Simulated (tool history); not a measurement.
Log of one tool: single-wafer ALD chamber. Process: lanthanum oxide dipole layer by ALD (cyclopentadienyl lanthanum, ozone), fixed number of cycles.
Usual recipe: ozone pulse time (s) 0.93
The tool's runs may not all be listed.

run	hour	ozone pulse time (s)	read-back reference wafer on the same gauge, thickness_nm	mean film thickness on the monitor wafer (angstrom)
1	0	0.69	0.543	3.71
2	44.9	0.93	0.542	4.73
3	91.2	0.93	0.543	4.73
4	146.7	0.93	0.542	4.69
5	179.1	0.93	0.544	4.71
6	220.6	0.93	0.542	4.72
7	330.3	0.93	0.543	4.69
8	356.9	0.93	0.543	4.68
9	388.1	0.93	0.542	4.75
10	422.6	0.93	0.542	4.69
# hour 491: showerhead replaced
11	493.1	0.61	0.543	3.05
12	552.9	0.93	0.543	4.66
13	578.8	0.6	0.544	2.96
14	637.7	0.82	0.543	4.2
15	678.7	1.27	0.541	5.3
16	721.1	0.93	0.542	4.6
17	785.9	0.83	0.544	4.27
18	833	1.06	0.543	4.86
19	887	0.79	0.543	4
20	958.7	0.65	0.543	3.19
# hour 976.4: thermocouple changed; heater temperature recalibrated
# hour 993.6: ozone generator serviced
21	1147.1	1.04	0.544	5.09
# hour 1166.8: gauge calibrated
22	1194.9	0.93	0.544	4.81
23	1241.6	1.07	0.545	5.11
24	1301.3	0.67	0.543	3.61
25	1337.1	0.77	0.543	4.18
26	1378.1	0.93	0.544	4.79
27	1402.2	1.12	0.543	5.15
28	1467.9	0.63	0.543	3.35
29	1499.7	0.93	0.542	4.8
30	1571.1	0.81	0.542	4.36
31	1601.8	0.93	0.542	4.78
32	1639.3	1.19	0.543	5.29
33	1707.9	0.93	0.543	4.78
34	1775.5	0.62	0.543	3.25
35	1836.3	0.58	0.544	2.89

Below, each run's measurement less what the same run would have read without the hidden state. Both values contain the same run-to-run variation, but the gauge's scatter may not be the same in both:
Hidden state present: wafer temperature above the value expected at the setpoint (K); ozone dose above that of a generator just serviced (%); gauge reads high (%).
run	mean film thickness on the monitor wafer (angstrom)
1	-0.1
2	-0.08
3	-0.09
4	-0.1
5	-0.1
6	-0.11
7	-0.13
8	-0.13
9	-0.14
10	-0.15
11	-0.19
12	-0.18
13	-0.22
14	-0.22
15	-0.12
16	-0.22
17	-0.27
18	-0.21
19	-0.32
20	-0.35
21	-0.01
22	-0.01
23	-0.01
24	-0.03
25	-0.03
26	-0.02
27	-0.02
28	-0.05
29	-0.04
30	-0.06
31	-0.05
32	-0.04
33	-0.07
34	-0.09
35	-0.1
